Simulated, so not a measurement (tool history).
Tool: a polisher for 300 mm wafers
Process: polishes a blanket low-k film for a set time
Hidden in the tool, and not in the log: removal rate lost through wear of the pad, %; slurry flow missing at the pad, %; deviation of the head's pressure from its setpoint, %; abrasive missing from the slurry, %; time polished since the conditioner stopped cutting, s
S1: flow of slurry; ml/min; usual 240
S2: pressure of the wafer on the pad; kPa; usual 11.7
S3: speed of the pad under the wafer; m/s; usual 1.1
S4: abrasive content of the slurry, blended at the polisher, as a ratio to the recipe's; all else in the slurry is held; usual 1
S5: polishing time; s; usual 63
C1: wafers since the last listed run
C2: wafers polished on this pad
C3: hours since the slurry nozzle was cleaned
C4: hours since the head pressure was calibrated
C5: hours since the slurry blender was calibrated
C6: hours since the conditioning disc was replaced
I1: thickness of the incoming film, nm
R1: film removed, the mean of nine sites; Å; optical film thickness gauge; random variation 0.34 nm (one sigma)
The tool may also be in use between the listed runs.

| run | hour | S1 | S2 | S3 | S4 | S5 | C1 | C2 | C3 | C4 | C5 | C6 | I1 | R1 |
|---|---|---|---|---|---|---|---|---|---|---|---|---|---|---|
| 1 | 0 | 240 | 11.7 | 1.1 | 1 | 63 | 0 | 1691 | 198.9 | 588.8 | 271.1 | 416.9 | 453.1 | 207 |
| 2 | 62 | 240 | 11.7 | 1.1 | 1 | 63 | 442 | 2133 | 260.9 | 650.8 | 333.1 | 478.9 | 451.1 | 208 |
| 3 | 114.7 | 240 | 11.7 | 1.1 | 1 | 63 | 375 | 2509 | 313.6 | 703.5 | 385.8 | 531.6 | 448 | 209 |
|  | 152.4 | head pressure recalibrated, repeated, since the last time left the tool worse |
| 4 | 157 | 240 | 11.7 | 1.1 | 1 | 63 | 287 | 2796 | 355.9 | 4.6 | 428.1 | 573.9 | 449.5 | 235 |
| 5 | 255 | 240 | 11.7 | 1.1 | 1 | 63 | 698 | 3495 | 453.9 | 102.6 | 526.1 | 671.9 | 451.6 | 240 |
|  | 357.4 | conditioning disc replaced and pad reconditioned |
| 6 | 358.1 | 280 | 11.7 | 1.1 | 1 | 63 | 720 | 4216 | 557 | 205.7 | 629.2 | 0.7 | 451.8 | 238 |
| 7 | 437.5 | 240 | 11.7 | 1.1 | 1 | 63 | 566 | 4782 | 636.4 | 285.1 | 708.6 | 80.1 | 451.5 | 238 |
|  | 503.4 | slurry blender recalibrated |
| 8 | 509.8 | 240 | 11.7 | 1.1 | 1 | 63 | 501 | 5283 | 708.7 | 357.4 | 6.4 | 152.4 | 445.6 | 236 |
|  | 570.4 | worn pad replaced by a new one |
| 9 | 591.7 | 220 | 11.7 | 1.1 | 1 | 63 | 555 | 151 | 790.6 | 439.3 | 88.3 | 234.3 | 445.2 | 226 |
| 10 | 677.1 | 240 | 8.3 | 1.1 | 1 | 63 | 608 | 760 | 876 | 524.7 | 173.7 | 319.7 | 456.6 | 178 |
|  | 746.2 | slurry nozzle cleaned |
| 11 | 764.3 | 240 | 11.7 | 1.1 | 1 | 63 | 614 | 1375 | 18.1 | 611.9 | 260.9 | 406.9 | 449.9 | 234 |
| 12 | 1061.4 | 240 | 11.7 | 1.1 | 1 | 63 | 2118 | 3493 | 315.2 | 909 | 558 | 704 | 446.7 | 229 |
| 13 | 1135.4 | 185 | 11.7 | 0.74 | 1 | 57 | 527 | 4021 | 389.2 | 983 | 632 | 778 | 457.5 | 164 |
|  | 1144.4 | slurry blender recalibrated |
|  | 1147.6 | conditioning disc replaced and pad reconditioned |
|  | 1172.2 | head pressure recalibrated |
| 14 | 1198.2 | 240 | 11.7 | 1.3 | 1.25 | 63 | 404 | 4426 | 452 | 26 | 53.8 | 50.6 | 443.2 | 281 |
|  | 1275.6 | worn pad replaced by a new one |
| 15 | 1276.1 | 240 | 11.7 | 1.1 | 1.2 | 63 | 526 | 3 | 529.9 | 103.9 | 131.7 | 128.5 | 448.4 | 254 |
| 16 | 1342.6 | 240 | 11.7 | 1.1 | 1 | 63 | 474 | 477 | 596.4 | 170.4 | 198.2 | 195 | 450.1 | 236 |
| 17 | 1415.7 | 240 | 13.8 | 1.1 | 0.8 | 48 | 521 | 998 | 669.5 | 243.5 | 271.3 | 268.1 | 444.2 | 188 |
| 18 | 1500.5 | 280 | 9.7 | 1.38 | 0.9 | 63 | 604 | 1603 | 754.3 | 328.3 | 356.1 | 352.9 | 451 | 223 |
| 19 | 1557.9 | 265 | 8.3 | 1.1 | 1.3 | 63 | 409 | 2012 | 811.7 | 385.7 | 413.5 | 410.3 | 445.6 | 198 |
| 20 | 1644.7 | 240 | 11.7 | 1.1 | 0.9 | 83 | 618 | 2631 | 898.5 | 472.5 | 500.3 | 497.1 | 452 | 291 |
| 21 | 1680.7 | 280 | 13.8 | 1.32 | 1 | 63 | 256 | 2888 | 934.5 | 508.5 | 536.3 | 533.1 | 443 | 297 |
|  | 1721.4 | slurry nozzle cleaned |
| 22 | 1781.4 | 240 | 11.7 | 1.1 | 1 | 63 | 710 | 3599 | 60 | 609.2 | 637 | 633.8 | 456.6 | 226 |
|  | 1847.6 | conditioning disc replaced and pad reconditioned |
|  | 1916 | worn pad replaced by a new one |
| 23 | 1919.3 | 315 | 15.9 | 1.42 | 1 | 51 | 940 | 23 | 197.9 | 747.1 | 774.9 | 71.7 | 452.3 | 276 |
|  | 1932.8 | slurry blender recalibrated |
| 24 | 1999.3 | 190 | 11.7 | 1.36 | 1 | 63 | 556 | 579 | 277.9 | 827.1 | 66.5 | 151.7 | 445.8 | 240 |
| 25 | 2128.8 | 205 | 11.7 | 1.46 | 1 | 63 | 923 | 1503 | 407.4 | 956.6 | 196 | 281.2 | 448.9 | 253 |

Measured less the same run without the tool's hidden state. The same run-to-run variation is in both; the gauge's scatter may not be:
| run | R1 |
|---|---|
| 1 | -28 |
| 2 | -29 |
| 3 | -30 |
| 4 | +1 |
| 5 | +0 |
| 6 | -1 |
| 7 | -1 |
| 8 | -2 |
| 9 | -3 |
| 10 | -4 |
| 11 | -6 |
| 12 | -10 |
| 13 | -7 |
| 14 | +1 |
| 15 | -1 |
| 16 | -1 |
| 17 | -2 |
| 18 | -3 |
| 19 | -3 |
| 20 | -6 |
| 21 | -7 |
| 22 | -7 |
| 23 | -9 |
| 24 | -9 |
| 25 | -12 |

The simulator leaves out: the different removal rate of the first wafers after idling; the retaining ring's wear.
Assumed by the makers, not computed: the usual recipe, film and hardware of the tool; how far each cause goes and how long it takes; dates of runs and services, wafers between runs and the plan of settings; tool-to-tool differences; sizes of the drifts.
